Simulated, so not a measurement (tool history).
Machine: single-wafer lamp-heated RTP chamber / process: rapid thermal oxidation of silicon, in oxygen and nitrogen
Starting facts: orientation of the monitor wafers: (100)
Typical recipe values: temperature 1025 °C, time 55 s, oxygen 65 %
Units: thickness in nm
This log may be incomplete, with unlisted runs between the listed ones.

run	day	temperature	time	oxygen	wafers since the last listed run	wafers since the last pyrometer calibration	hours since the oxygen flow controller was replaced	hours since the gauge calibration	read-back reference wafer on the same gauge, thickness	thickness
1	0	1025	55	56	0	4875	4751.7	138.2	8.031	6.667
2	0.75	1025	55	56	87	4963	4769.7	156.2	8.029	6.727
3	1.458	1025	70	85	82	5045	4786.7	173.2	8.029	8.645
4	1.979	1025	70	85	60	5106	4799.2	185.7	8.033	8.65
5	3.158	1025	55	76	137	5243	4827.5	214	8.035	7.485
6	4.2	1025	55	76	121	5364	4852.5	239	8.035	7.485
7	7.104	1017	55	65	338	5702	4922.2	308.7	8.023	6.738
8	7.625	1017	55	65	60	5763	4934.7	321.2	8.035	6.742
9	8.604	1025	55	65	114	5877	4958.2	344.7	8.025	7.146
10	9.475	1025	55	65	101	5978	4979.1	365.6	8.028	7.149
# day 10.883: pyrometer window cleaned and pyrometer calibrated
11	10.904	1025	35	65	127	2	5013.4	399.9	8.024	6.198

Run 12, settings as shown, results not yet in. Your forecast:
# day 11.379: gauge calibrated
12	11.412	1033	34	73	59	61	5025.6	0.8	?	?

Run 12 yielded read-back reference wafer on the same gauge, thickness 8.029, thickness 6.678 nm.
Had the tool carried no hidden state, the very same run would have given thickness 6.111 nm.

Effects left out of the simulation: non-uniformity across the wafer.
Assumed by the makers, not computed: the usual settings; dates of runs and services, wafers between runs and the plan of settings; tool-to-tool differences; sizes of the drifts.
